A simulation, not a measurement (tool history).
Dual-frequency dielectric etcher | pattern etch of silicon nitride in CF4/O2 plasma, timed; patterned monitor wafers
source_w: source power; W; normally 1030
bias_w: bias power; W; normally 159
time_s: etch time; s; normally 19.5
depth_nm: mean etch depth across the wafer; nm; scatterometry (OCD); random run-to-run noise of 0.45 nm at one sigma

run	hour	source_w	bias_w	time_s	wafers since the last listed run	hours since the last wet clean	hours since the last source power generator calibration	hours since the last bias power generator calibration	hours since the last upper electrode change	hours since the gauge calibration	read-back reference wafer on the same gauge, depth_nm	depth_nm
1	0	1030	134	19.5	0	227.2	1577.2	2845.4	4031.4	235.9	72.4	69.7
2	24.5	1030	134	19.5	401	251.7	1601.7	2869.9	4055.9	260.4	72.5	70.1
3	76.3	1030	134	19.5	849	303.5	1653.5	2921.7	4107.7	312.2	72.6	69.3
4	128.9	1030	142	19.5	862	356.1	1706.1	2974.3	4160.3	364.8	72.8	71.5
5	198.1	1030	142	19.5	1135	425.3	1775.3	3043.5	4229.5	434	72.8	71.6
# hour 274.7: wet clean of the chamber
6	275.2	1030	187	19.5	871	0.5	1852.4	3120.6	4306.6	511.1	73	81.6
7	309.8	1030	187	19.5	567	35.1	1887	3155.2	4341.2	545.7	73.4	81.4
8	347.7	1030	187	19.5	621	73	1924.9	3193.1	4379.1	583.6	73.4	82.8
9	416.5	1030	159	19.5	1128	141.8	1993.7	3261.9	4447.9	652.4	73.7	76.9
10	469.8	1030	159	19.5	874	195.1	2047	3315.2	4501.2	705.7	74	76.7
11	528.5	1030	159	19.5	962	253.8	2105.7	3373.9	4559.9	764.4	74.3	77.5
12	592.2	1030	159	19.5	1044	317.5	2169.4	3437.6	4623.6	828.1	74.5	77.6
13	659.4	1030	159	19.5	1102	384.7	2236.6	3504.8	4690.8	895.3	74.9	77
14	710.5	870	137	19.5	838	435.8	2287.7	3555.9	4741.9	946.4	75.2	64.9
# hour 710.8: gauge calibrated
15	779.3	1030	190	19.5	1128	504.6	2356.5	3624.7	4810.7	68.5	72.4	81.5
16	819.2	800	159	19.5	654	544.5	2396.4	3664.6	4850.6	108.4	72.6	63.1
# hour 857.8: wet clean of the chamber
17	865.3	890	128	19.5	362	7.5	2442.5	3710.7	4896.7	154.5	72.7	61.5
18	931.5	840	142	15.5	1085	73.7	2508.7	3776.9	4962.9	220.7	72.7	49.2
19	996.6	1030	159	19.5	1067	138.8	2573.8	3842	5028	285.8	72.7	76.2
20	1041.3	1030	190	19.5	733	183.5	2618.5	3886.7	5072.7	330.5	72.9	81.9
# hour 1079.9: upper electrode replaced
21	1080.4	1100	159	21	247	222.6	2657.6	3925.8	0.5	369.6	73	85
# hour 1157.8: bias power generator calibrated
# hour 1221.1: source power generator calibrated
22	1258.1	1030	199	19.5	2783	400.3	37	100.3	178.2	547.3	73.5	84
23	1322.1	870	144	17	1049	464.3	101	164.3	242.2	611.3	73.8	57.4
# hour 1366.4: wet clean of the chamber
24	1366.9	1030	144	23.5	341	0.5	145.8	209.1	287	656.1	74	87.9
25	1394	1260	189	14	444	27.6	172.9	236.2	314.1	683.2	74	68.2
26	1456.2	1150	159	19.5	1020	89.8	235.1	298.4	376.3	745.4	74.4	83.3
27	1527.1	1030	159	19.5	1162	160.7	306	369.3	447.2	816.3	74.6	78.1

Hidden state at the last listed run before each entry between runs and at the first one after, where it differs:
After run 5, before run 6: wet clean of the chamber (hour 274.7)
  gauge reads high (%): 0.604 -> 0.941
  measured result minus the result with no hidden state, depth_nm: +0.4 -> +0.7 nm
After run 14, before run 15: gauge calibrated (hour 710.8)
  gauge reads high (%): 3.87 -> 0.0343
  measured result minus the result with no hidden state, depth_nm: +2.4 -> +0 nm
After run 16, before run 17: wet clean of the chamber (hour 857.8)
  gauge reads high (%): 0.0669 -> 0.123
  measured result minus the result with no hidden state, depth_nm: +0.1 -> +0.1 nm
After run 20, before run 21: upper electrode replaced (hour 1079.9)
  gauge reads high (%): 0.518 -> 0.644
  measured result minus the result with no hidden state, depth_nm: +0.4 -> +0.6 nm
After run 21, before run 22: bias power generator calibrated (hour 1157.8); source power generator calibrated (hour 1221.1)
  gauge reads high (%): 0.644 -> 1.4
  measured result minus the result with no hidden state, depth_nm: +0.6 -> +1.1 nm
After run 23, before run 24: wet clean of the chamber (hour 1366.4)
  gauge reads high (%): 1.74 -> 2
  measured result minus the result with no hidden state, depth_nm: +1 -> +1.7 nm
